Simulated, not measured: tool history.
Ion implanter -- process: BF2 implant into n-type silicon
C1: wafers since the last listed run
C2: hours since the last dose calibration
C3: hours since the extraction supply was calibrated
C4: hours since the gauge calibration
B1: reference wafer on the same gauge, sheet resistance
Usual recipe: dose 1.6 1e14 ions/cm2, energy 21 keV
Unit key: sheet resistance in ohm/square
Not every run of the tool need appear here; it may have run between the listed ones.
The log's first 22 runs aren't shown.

-- hour=594.7 gauge calibrated
run 23 hour=600.6 | dose=1.96 energy=21 | C1=332 C2=139.2 C3=401.1 C4=5.9 | B1=716.08 | sheet_resistance=547.36
run 24 hour=620.4 | dose=1.6 energy=21 | C1=243 C2=159 C3=420.9 C4=25.7 | B1=716.17 | sheet_resistance=652.36
run 25 hour=634.4 | dose=2.02 energy=21 | C1=172 C2=173 C3=434.9 C4=39.7 | B1=716.07 | sheet_resistance=535.83
run 26 hour=656.7 | dose=1.37 energy=16.5 | C1=274 C2=195.3 C3=457.2 C4=62 | B1=716.37 | sheet_resistance=772.52
run 27 hour=672.5 | dose=1.75 energy=21 | C1=194 C2=211.1 C3=473 C4=77.8 | B1=716.06 | sheet_resistance=605.54
run 28 hour=707.6 | dose=1.74 energy=24 | C1=432 C2=246.2 C3=508.1 C4=112.9 | B1=716.06 | sheet_resistance=598.56
run 29 hour=731.6 | dose=2.02 energy=15.5 | C1=295 C2=270.2 C3=532.1 C4=136.9 | B1=715.72 | sheet_resistance=554.15
run 30 hour=747.5 | dose=1.6 energy=21 | C1=195 C2=286.1 C3=548 C4=152.8 | B1=716.16 | sheet_resistance=656.3
run 31 hour=774.9 | dose=1.97 energy=24.5 | C1=337 C2=313.5 C3=575.4 C4=180.2 | B1=715.89 | sheet_resistance=545.5
run 32 hour=801.3 | dose=1.31 energy=25 | C1=324 C2=339.9 C3=601.8 C4=206.6 | B1=715.81 | sheet_resistance=759.96
run 33 hour=835.9 | dose=1.88 energy=14.5 | C1=425 C2=374.5 C3=636.4 C4=241.2 | B1=715.58 | sheet_resistance=596.5
run 34 hour=863.2 | dose=1.6 energy=21 | C1=336 C2=401.8 C3=663.7 C4=268.5 | B1=716.37 | sheet_resistance=657.57
run 35 hour=886.5 | dose=1.6 energy=23.5 | C1=286 C2=425.1 C3=687 C4=291.8 | B1=715.98 | sheet_resistance=648.66
run 36 hour=907.5 | dose=1.86 energy=14 | C1=258 C2=446.1 C3=708 C4=312.8 | B1=716.15 | sheet_resistance=603.57
run 37 hour=932.4 | dose=1.99 energy=26.5 | C1=306 C2=471 C3=732.9 C4=337.7 | B1=716.49 | sheet_resistance=534.04

4 ways to go on from here, each from the tool as it stands after run 37. What would each give?
run A hour=932.8 | dose=1.6 energy=16.5 | C1=4 C2=471.4 C3=733.3 C4=338.1 | B1=? | sheet_resistance=?
run B hour=932.8 | dose=1.82 energy=18 | C1=4 C2=471.4 C3=733.3 C4=338.1 | B1=? | sheet_resistance=?
run C hour=932.8 | dose=1.6 energy=19 | C1=4 C2=471.4 C3=733.3 C4=338.1 | B1=? | sheet_resistance=?
run D hour=932.8 | dose=2.07 energy=14.5 | C1=4 C2=471.4 C3=733.3 C4=338.1 | B1=? | sheet_resistance=?

run=A B1=715.86 sheet_resistance=680.02
run=B B1=715.86 sheet_resistance=601.69
run=C B1=715.86 sheet_resistance=668.34
run=D B1=715.86 sheet_resistance=551.21
With the hidden condition removed and each run's random variation left untouched, the same runs would have given:
run=A sheet_resistance=666.06
run=B sheet_resistance=589.43
run=C sheet_resistance=654.79
run=D sheet_resistance=540

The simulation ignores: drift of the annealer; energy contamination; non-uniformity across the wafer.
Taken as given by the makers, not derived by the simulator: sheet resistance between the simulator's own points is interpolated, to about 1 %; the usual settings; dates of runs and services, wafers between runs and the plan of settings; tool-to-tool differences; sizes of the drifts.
